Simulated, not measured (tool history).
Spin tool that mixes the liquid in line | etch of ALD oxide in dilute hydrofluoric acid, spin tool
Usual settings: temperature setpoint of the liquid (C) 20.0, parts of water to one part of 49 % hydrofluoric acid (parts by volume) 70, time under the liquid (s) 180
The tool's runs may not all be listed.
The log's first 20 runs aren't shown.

| run | hour | temperature setpoint of the liquid (C) | parts of water to one part of 49 % hydrofluoric acid (parts by volume) | time under the liquid (s) | read-back film thickness of the ALD oxide reference wafer, read on the same gauge (nm) | thickness taken off the ALD oxide on a monitor wafer (Å) |
|---|---|---|---|---|---|---|
| 21 | 533.6 | 20.0 | 70 | 180 | 40.03 | 482.0 |
| 22 | 551.4 | 20.0 | 70 | 90 | 40.02 | 246.6 |
| 23 | 578.7 | 17.0 | 35 | 290 | 39.97 | 1431.4 |
| 24 | 595.1 | 20.0 | 70 | 255 | 40.04 | 691.9 |
| 25 | 625.3 | 17.5 | 70 | 115 | 40.03 | 283.8 |
| 26 | 654.3 | 20.0 | 70 | 180 | 40.05 | 492.0 |
| 27 | 677.1 | 20.0 | 80 | 75 | 40.00 | 175.5 |
| 28 | 701.0 | 20.0 | 70 | 180 | 40.03 | 497.7 |
| 29 | 714.6 | 20.0 | 80 | 75 | 39.97 | 181.8 |
| 30 | 742.4 | 18.0 | 70 | 120 | 40.01 | 304.5 |
| 31 | 776.7 | 20.0 | 70 | 180 | 39.98 | 496.4 |
| 32 | 791.9 | 18.0 | 40 | 210 | 39.98 | 982.0 |
| 33 | 813.3 | 17.0 | 70 | 180 | 40.03 | 448.4 |

5 ways to go on from here, each from the tool as it stands after run 33. What would each give?
| A | 813.8 | 24.5 | 70 | 180 | ? | ? |
| B | 813.8 | 23.5 | 70 | 75 | ? | ? |
| C | 813.8 | 20.0 | 70 | 230 | ? | ? |
| D | 813.8 | 18.5 | 70 | 120 | ? | ? |
| E | 813.8 | 17.5 | 70 | 250 | ? | ? |

| run | read-back film thickness of the ALD oxide reference wafer, read on the same gauge (nm) | thickness taken off the ALD oxide on a monitor wafer (Å) |
|---|---|---|
| A | 39.99 | 606.8 |
| B | 39.99 | 242.8 |
| C | 39.99 | 644.7 |
| D | 39.99 | 315.8 |
| E | 39.99 | 630.5 |
Without the tool's hidden state the same runs would have given:
| run | thickness taken off the ALD oxide on a monitor wafer (Å) |
|---|---|
| A | 561.3 |
| B | 224.6 |
| C | 596.1 |
| D | 291.9 |
| E | 582.8 |
